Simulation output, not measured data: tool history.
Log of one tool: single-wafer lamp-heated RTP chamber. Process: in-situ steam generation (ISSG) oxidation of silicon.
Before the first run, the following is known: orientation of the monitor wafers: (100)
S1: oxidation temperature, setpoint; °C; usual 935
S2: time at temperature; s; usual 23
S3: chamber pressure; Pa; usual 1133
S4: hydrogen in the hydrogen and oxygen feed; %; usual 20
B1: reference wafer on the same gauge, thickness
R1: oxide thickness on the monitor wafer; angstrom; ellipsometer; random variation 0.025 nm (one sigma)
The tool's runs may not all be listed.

Run 1, day 0.000: usual settings; B1 4.642. Result: R1 44.50 angstrom.
At day 2.000: pyrometer window cleaned and pyrometer calibrated.
Run 2, day 4.350: usual settings but S3 1240 Pa; B1 4.638. Result: R1 42.77 angstrom.
Run 3, day 7.667: usual settings; B1 4.636. Result: R1 43.66 angstrom.
Run 4, day 9.917: usual settings; B1 4.641. Result: R1 43.30 angstrom.
Run 5, day 12.404: usual settings but S2 29 s, S4 14 %; B1 4.637. Result: R1 44.52 angstrom.
Run 6, day 16.621: usual settings but S2 29 s, S4 14 %; B1 4.639. Result: R1 44.98 angstrom.
At day 19.854: hydrogen flow controller replaced.
Run 7, day 20.321: usual settings but S2 29 s, S4 14 %; B1 4.638. Result: R1 45.24 angstrom.
Run 8, day 24.158: usual settings; B1 4.644. Result: R1 44.53 angstrom.
At day 27.875: pressure gauge zeroed.
Run 9, day 28.333: usual settings but S2 20 s; B1 4.639. Result: R1 41.57 angstrom.
Run 10, day 30.483: usual settings but S2 20 s; B1 4.639. Result: R1 41.82 angstrom.
At day 30.871: gauge calibrated.
Run 11, day 37.829: usual settings but S1 918 °C, S2 16 s, S4 14 %; B1 4.645. Result: R1 33.91 angstrom.

Run 12, settings as shown, results not yet in. Your forecast:
Run 12, day 39.871: usual settings but S1 948 °C, S2 32 s, S3 1040 Pa; B1 ?. Result: R1 ?.

{"run 12": {"B1": 4.64, "R1": 53.36}}
With the hidden condition absent and the run-to-run variation left alone, this run would have shown R1 51.57 angstrom.
